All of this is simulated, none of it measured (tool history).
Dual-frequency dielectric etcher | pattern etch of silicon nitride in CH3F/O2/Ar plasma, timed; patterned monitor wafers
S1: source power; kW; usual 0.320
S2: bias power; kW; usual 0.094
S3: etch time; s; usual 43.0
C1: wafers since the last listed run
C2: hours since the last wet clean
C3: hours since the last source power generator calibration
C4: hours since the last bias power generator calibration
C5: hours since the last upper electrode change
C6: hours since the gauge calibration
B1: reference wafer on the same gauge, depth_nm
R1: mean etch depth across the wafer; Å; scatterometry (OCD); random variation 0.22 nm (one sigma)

run     day     S1     S2    S3   C1     C2      C3      C4      C5     C6     B1     R1
  1   0.000  0.320  0.094  43.0    0    5.3  3550.9  3094.9  3580.8  473.8  28.78  309.0
  2   0.517  0.300  0.106  43.0  184   17.7  3563.3  3107.3  3593.2  486.2  28.72  306.6
  3   1.817  0.300  0.106  43.0  464   48.9  3594.5  3138.5  3624.4  517.4  28.61  310.1
  4   3.154  0.300  0.106  43.0  477   81.0  3626.6  3170.6  3656.5  549.5  28.64  309.4
  5   4.179  0.320  0.094  43.0  365  105.6  3651.2  3195.2  3681.1  574.1  28.66  307.6
      4.867  -- bias power generator calibrated
  6   5.108  0.320  0.094  43.0  272  127.9  3673.5     5.8  3703.4  596.4  28.56  307.8
  7   6.258  0.320  0.094  43.0  410  155.5  3701.1    33.4  3731.0  624.0  28.59  309.7
  8   7.712  0.320  0.094  43.0  519  190.4  3736.0    68.3  3765.9  658.9  28.52  302.4
  9   8.367  0.320  0.094  43.0  233  206.1  3751.7    84.0  3781.6  674.6  28.55  306.1
 10   9.571  0.320  0.094  43.0  429  235.0  3780.6   112.9  3810.5  703.5  28.46  303.7
 11  10.792  0.320  0.094  43.0  435  264.3  3809.9   142.2  3839.8  732.8  28.44  305.8
 12  11.304  0.320  0.078  43.0  182  276.6  3822.2   154.5  3852.1  745.1  28.38  289.7
 13  12.488  0.380  0.070  54.5  422  305.0  3850.6   182.9  3880.5  773.5  28.40  390.8
 14  13.208  0.390  0.109  46.5  257  322.3  3867.9   200.2  3897.8  790.8  28.37  381.4
 15  14.288  0.270  0.102  50.0  385  348.2  3893.8   226.1  3923.7  816.7  28.32  331.2
     15.429  -- upper electrode replaced
     15.842  -- wet clean of the chamber
 16  15.862  0.320  0.094  43.0   58    0.5  3931.6   263.9    10.4  854.5  28.35  307.0
 17  16.721  0.270  0.078  53.0  306   21.1  3952.2   284.5    31.0  875.1  28.26  326.1
 18  18.158  0.320  0.081  43.0  513   55.6  3986.7   319.0    65.5  909.6  28.21  290.8
 19  18.858  0.270  0.071  32.0  249   72.4  4003.5   335.8    82.3  926.4  28.28  196.2
 20  20.300  0.350  0.113  38.5  514  107.0  4038.1   370.4   116.9  961.0  28.23  299.6
     20.812  -- gauge calibrated
     21.329  -- source power generator calibrated
 21  21.625  0.320  0.094  43.0  413  138.8     7.1   402.2   148.7   19.5  29.06  315.1
 22  22.996  0.290  0.094  48.5  489  171.7    40.0   435.1   181.6   52.4  29.09  336.6
 23  24.038  0.320  0.094  43.0  371  196.7    65.0   460.1   206.6   77.4  29.03  310.9
 24  25.392  0.270  0.079  54.0  483  229.2    97.5   492.6   239.1  109.9  29.01  347.1
 25  26.579  0.320  0.116  47.5  423  257.7   126.0   521.1   267.6  138.4  29.00  358.4
 26  27.417  0.260  0.073  38.5  298  277.8   146.1   541.2   287.7  158.5  28.90  232.3
 27  28.396  0.390  0.094  43.0  349  301.3   169.6   564.7   311.2  182.0  28.94  345.6
 28  29.633  0.300  0.102  36.0  441  331.0   199.3   594.4   340.9  211.7  28.87  258.4
     30.646  -- wet clean of the chamber
 29  30.667  0.320  0.094  43.0   11    0.5   224.1   619.2   365.7  236.5  28.86  309.3

Measured less the same run without the tool's hidden state. The same run-to-run variation is in both; the gauge's scatter may not be:
The hidden state here: etch rate over this chamber's usual, %; source power that arrives over what is set, %; bias power that arrives over what is set, %; gauge reads high (%).
run     R1
  1   -4.7
  2   -4.7
  3   -5.2
  4   -5.6
  5   -5.9
  6   -6.2
  7   -6.6
  8   -6.9
  9   -7.2
 10   -7.5
 11   -7.9
 12   -7.7
 13  -10.7
 14  -10.8
 15   -9.7
 16   -9.5
 17  -10.4
 18   -9.7
 19   -6.7
 20  -10.6
 21   -1.0
 22   -1.5
 23   -1.7
 24   -2.3
 25   -2.8
 26   -2.0
 27   -3.4
 28   -2.8
 29   -3.7

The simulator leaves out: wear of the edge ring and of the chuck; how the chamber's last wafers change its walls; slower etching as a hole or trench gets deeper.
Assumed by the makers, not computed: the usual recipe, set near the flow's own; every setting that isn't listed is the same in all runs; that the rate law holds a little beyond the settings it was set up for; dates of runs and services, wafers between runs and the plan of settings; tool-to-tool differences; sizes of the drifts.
